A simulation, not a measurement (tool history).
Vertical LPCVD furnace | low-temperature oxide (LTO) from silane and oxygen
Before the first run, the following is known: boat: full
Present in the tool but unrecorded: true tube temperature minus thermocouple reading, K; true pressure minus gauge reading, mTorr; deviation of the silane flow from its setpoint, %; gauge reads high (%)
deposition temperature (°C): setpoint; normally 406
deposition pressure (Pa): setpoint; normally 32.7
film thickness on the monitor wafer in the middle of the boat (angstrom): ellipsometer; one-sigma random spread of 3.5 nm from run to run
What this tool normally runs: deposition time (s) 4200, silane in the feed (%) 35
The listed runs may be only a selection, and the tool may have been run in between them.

run,hour,deposition temperature (°C),deposition pressure (Pa),deposition time (s),silane in the feed (%),wafers since the last listed run,hours since the last temperature calibration,hours since the pressure gauge was zeroed,hours since the silane flow controller was replaced,hours since the gauge calibration,"read-back reference wafer on the same gauge, thickness",film thickness on the monitor wafer in the middle of the boat (angstrom)
1,0,397,32.7,5340,35,0,965,2159,3415.1,725.4,694.48,7831.4
2,20.2,397,32.7,5340,35,262,985.2,2179.2,3435.3,745.6,693.76,7864.1
3,52.6,398,32.7,4200,35,421,1017.6,2211.6,3467.7,778,694.14,6200
4,84.7,398,32.7,4200,35,417,1049.7,2243.7,3499.8,810.1,693.52,6225.3
5,98.5,406,32.7,5310,35,179,1063.5,2257.5,3513.6,823.9,693.74,8615.9
6,126.7,406,32.7,5310,35,367,1091.7,2285.7,3541.8,852.1,694.51,8633.2
7,140.7,406,32.7,5310,35,182,1105.7,2299.7,3555.8,866.1,692.24,8628.6
8,170.8,406,37.3,4200,35,391,1135.8,2329.8,3585.9,896.2,695.33,7778.7
# hour 185.9: gauge calibrated
9,203.1,406,37.3,4200,35,420,1168.1,2362.1,3618.2,17.2,694.62,7802.9
10,228.5,406,32.7,4200,35,330,1193.5,2387.5,3643.6,42.6,694.22,6800.8
# hour 331.8: silane flow controller replaced
11,332.5,406,32.7,4200,35,1041,1297.5,2491.5,0.7,146.6,692.84,6827.6
12,358.2,406,32.7,4200,35,334,1323.2,2517.2,26.4,172.3,694.53,6807.2
13,379.3,406,32.7,4650,40,274,1344.3,2538.3,47.5,193.4,693.8,8781.3
14,403.6,406,39.3,3120,35,316,1368.6,2562.6,71.8,217.7,693.39,6122.9
15,425.6,414,32.7,3630,33,286,1390.6,2584.6,93.8,239.7,694.15,5939.5
16,457.7,399,28,5640,29,417,1422.7,2616.7,125.9,271.8,693.81,5541.7
# hour 485.2: thermocouples replaced and temperature profile calibrated
17,493.4,414,32.7,3630,33,152,8.2,2652.4,161.6,307.5,693.21,5948.8
18,514.4,398,32.7,4200,35,273,29.2,2673.4,182.6,328.5,693.1,6197.8
19,536,410,32.7,2640,39,281,50.8,2695,204.2,350.1,692.35,5121.1
# hour 573.4: pressure gauge zeroed
20,602.4,410,36.7,4200,39,551,117.2,29,270.6,416.5,695.54,9121.8
21,616,409,32.7,4200,41,177,130.8,42.6,284.2,430.1,692.63,8582.5
22,634.4,398,28.7,4200,41,239,149.2,61,302.6,448.5,694.31,6620.2
23,668.5,406,32.7,4200,35,443,183.3,95.1,336.7,482.6,694.8,6836.3
24,695.6,399,32.7,4200,35,352,210.4,122.2,363.8,509.7,694.42,6343.1
25,718.1,406,39.3,5040,35,292,232.9,144.7,386.3,532.2,694.68,9795.9
26,741.5,400,35.3,3540,35,304,256.3,168.1,409.7,555.6,693.02,5817
27,771.6,414,32.7,3630,33,391,286.4,198.2,439.8,585.7,694.69,5948.4
28,783.9,406,30,2820,38,160,298.7,210.5,452.1,598,693.71,4627.7
29,807.9,406,32.7,4200,35,312,322.7,234.5,476.1,622,692.64,6819.7
30,821,406,30.7,4200,42,170,335.8,247.6,489.2,635.1,694.65,7955.5
31,838.3,397,35.3,4200,38,225,353.1,264.9,506.5,652.4,695.62,7302.5
32,861.6,409,28.7,3180,35,303,376.4,288.2,529.8,675.7,693.62,4655.5

Forecast each of these 3 alternatives for the next run:
A,867.5,417,32.7,4200,35,76,382.3,294.1,535.7,681.6,?,?
B,867.5,406,32.7,3690,30,76,382.3,294.1,535.7,681.6,?,?
C,867.5,396,32.7,3450,35,76,382.3,294.1,535.7,681.6,?,?

run,"read-back reference wafer on the same gauge, thickness",film thickness on the monitor wafer in the middle of the boat (angstrom)
A,694.98,7704.1
B,694.98,4846.3
C,694.98,5004.1
With no hidden state in the tool, these same runs would have given:
run,film thickness on the monitor wafer in the middle of the boat (angstrom)
A,7704.1
B,4846.3
C,5004.1
